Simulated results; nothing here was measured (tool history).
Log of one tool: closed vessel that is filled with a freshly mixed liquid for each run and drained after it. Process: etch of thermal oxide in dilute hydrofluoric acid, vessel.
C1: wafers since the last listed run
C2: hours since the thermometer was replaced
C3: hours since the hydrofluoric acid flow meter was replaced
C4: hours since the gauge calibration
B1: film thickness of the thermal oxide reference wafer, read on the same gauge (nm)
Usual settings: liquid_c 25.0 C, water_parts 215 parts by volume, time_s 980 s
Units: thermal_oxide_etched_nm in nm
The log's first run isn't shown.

{"run": 2, "hour": 73.0, "liquid_c": 25.0, "water_parts": 215, "time_s": 980, "C1": 2956, "C2": 780.4, "C3": 531.2, "C4": 87.3, "B1": 70.03, "thermal_oxide_etched_nm": 21.01}
{"hour": 93.3, "done": "hydrofluoric acid flow meter replaced"}
{"run": 3, "hour": 111.8, "liquid_c": 25.0, "water_parts": 215, "time_s": 980, "C1": 1531, "C2": 819.2, "C3": 18.5, "C4": 126.1, "B1": 70.01, "thermal_oxide_etched_nm": 21.24}
{"run": 4, "hour": 377.1, "liquid_c": 25.0, "water_parts": 215, "time_s": 980, "C1": 10745, "C2": 1084.5, "C3": 283.8, "C4": 391.4, "B1": 70.01, "thermal_oxide_etched_nm": 21.21}
{"run": 5, "hour": 445.6, "liquid_c": 25.0, "water_parts": 215, "time_s": 980, "C1": 2774, "C2": 1153.0, "C3": 352.3, "C4": 459.9, "B1": 69.95, "thermal_oxide_etched_nm": 21.45}
{"run": 6, "hour": 549.2, "liquid_c": 25.0, "water_parts": 215, "time_s": 980, "C1": 4196, "C2": 1256.6, "C3": 455.9, "C4": 563.5, "B1": 70.0, "thermal_oxide_etched_nm": 21.71}
{"run": 7, "hour": 604.6, "liquid_c": 25.0, "water_parts": 215, "time_s": 980, "C1": 2243, "C2": 1312.0, "C3": 511.3, "C4": 618.9, "B1": 69.95, "thermal_oxide_etched_nm": 21.49}
{"run": 8, "hour": 694.5, "liquid_c": 25.0, "water_parts": 215, "time_s": 980, "C1": 3641, "C2": 1401.9, "C3": 601.2, "C4": 708.8, "B1": 69.98, "thermal_oxide_etched_nm": 21.02}
{"hour": 711.1, "done": "hydrofluoric acid flow meter replaced"}
{"run": 9, "hour": 782.4, "liquid_c": 25.0, "water_parts": 215, "time_s": 690, "C1": 3519, "C2": 1489.8, "C3": 71.3, "C4": 796.7, "B1": 70.01, "thermal_oxide_etched_nm": 15.42}
{"run": 10, "hour": 869.5, "liquid_c": 25.0, "water_parts": 215, "time_s": 690, "C1": 3527, "C2": 1576.9, "C3": 158.4, "C4": 883.8, "B1": 69.97, "thermal_oxide_etched_nm": 15.17}
{"run": 11, "hour": 972.2, "liquid_c": 25.0, "water_parts": 215, "time_s": 690, "C1": 4159, "C2": 1679.6, "C3": 261.1, "C4": 986.5, "B1": 70.01, "thermal_oxide_etched_nm": 15.18}
{"run": 12, "hour": 1078.9, "liquid_c": 25.0, "water_parts": 215, "time_s": 980, "C1": 4321, "C2": 1786.3, "C3": 367.8, "C4": 1093.2, "B1": 70.01, "thermal_oxide_etched_nm": 21.84}
{"run": 13, "hour": 1181.7, "liquid_c": 25.0, "water_parts": 215, "time_s": 980, "C1": 4163, "C2": 1889.1, "C3": 470.6, "C4": 1196.0, "B1": 70.0, "thermal_oxide_etched_nm": 21.75}
{"run": 14, "hour": 1245.9, "liquid_c": 25.0, "water_parts": 215, "time_s": 980, "C1": 2600, "C2": 1953.3, "C3": 534.8, "C4": 1260.2, "B1": 70.01, "thermal_oxide_etched_nm": 22.0}
{"hour": 1328.3, "done": "hydrofluoric acid flow meter replaced"}
{"run": 15, "hour": 1340.3, "liquid_c": 23.5, "water_parts": 290, "time_s": 1300, "C1": 3783, "C2": 2047.7, "C3": 12.0, "C4": 1354.6, "B1": 69.98, "thermal_oxide_etched_nm": 18.77}
{"hour": 1352.3, "done": "thermometer replaced"}
{"run": 16, "hour": 1423.8, "liquid_c": 28.0, "water_parts": 215, "time_s": 545, "C1": 3341, "C2": 71.5, "C3": 95.5, "C4": 1438.1, "B1": 69.97, "thermal_oxide_etched_nm": 12.86}
{"run": 17, "hour": 1519.9, "liquid_c": 29.5, "water_parts": 215, "time_s": 980, "C1": 3892, "C2": 167.6, "C3": 191.6, "C4": 1534.2, "B1": 69.98, "thermal_oxide_etched_nm": 24.05}
{"run": 18, "hour": 1588.3, "liquid_c": 25.0, "water_parts": 215, "time_s": 980, "C1": 2770, "C2": 236.0, "C3": 260.0, "C4": 1602.6, "B1": 70.05, "thermal_oxide_etched_nm": 20.68}
{"hour": 1632.3, "done": "gauge calibrated"}
{"run": 19, "hour": 1692.2, "liquid_c": 23.0, "water_parts": 315, "time_s": 1390, "C1": 4208, "C2": 339.9, "C3": 363.9, "C4": 59.9, "B1": 69.99, "thermal_oxide_etched_nm": 17.09}
{"run": 20, "hour": 1795.6, "liquid_c": 25.0, "water_parts": 215, "time_s": 980, "C1": 4188, "C2": 443.3, "C3": 467.3, "C4": 163.3, "B1": 69.94, "thermal_oxide_etched_nm": 21.05}
{"run": 21, "hour": 1873.3, "liquid_c": 25.0, "water_parts": 215, "time_s": 1130, "C1": 3147, "C2": 521.0, "C3": 545.0, "C4": 241.0, "B1": 69.99, "thermal_oxide_etched_nm": 24.25}
{"run": 22, "hour": 1915.1, "liquid_c": 25.0, "water_parts": 215, "time_s": 980, "C1": 1693, "C2": 562.8, "C3": 586.8, "C4": 282.8, "B1": 70.03, "thermal_oxide_etched_nm": 20.61}
{"hour": 1964.0, "done": "hydrofluoric acid flow meter replaced"}
{"run": 23, "hour": 2019.1, "liquid_c": 28.5, "water_parts": 265, "time_s": 750, "C1": 4171, "C2": 666.8, "C3": 55.1, "C4": 386.8, "B1": 70.0, "thermal_oxide_etched_nm": 13.82}

Run 24 comes next. What will it give?
{"run": 24, "hour": 2110.1, "liquid_c": 25.0, "water_parts": 165, "time_s": 650, "C1": 3685, "C2": 757.8, "C3": 146.1, "C4": 477.8, "B1": "?", "thermal_oxide_etched_nm": "?"}

Run 24 gave B1 70.04, thermal_oxide_etched_nm 19.23 nm.
Without the tool's hidden state the same run would have given thermal_oxide_etched_nm 18.44 nm.
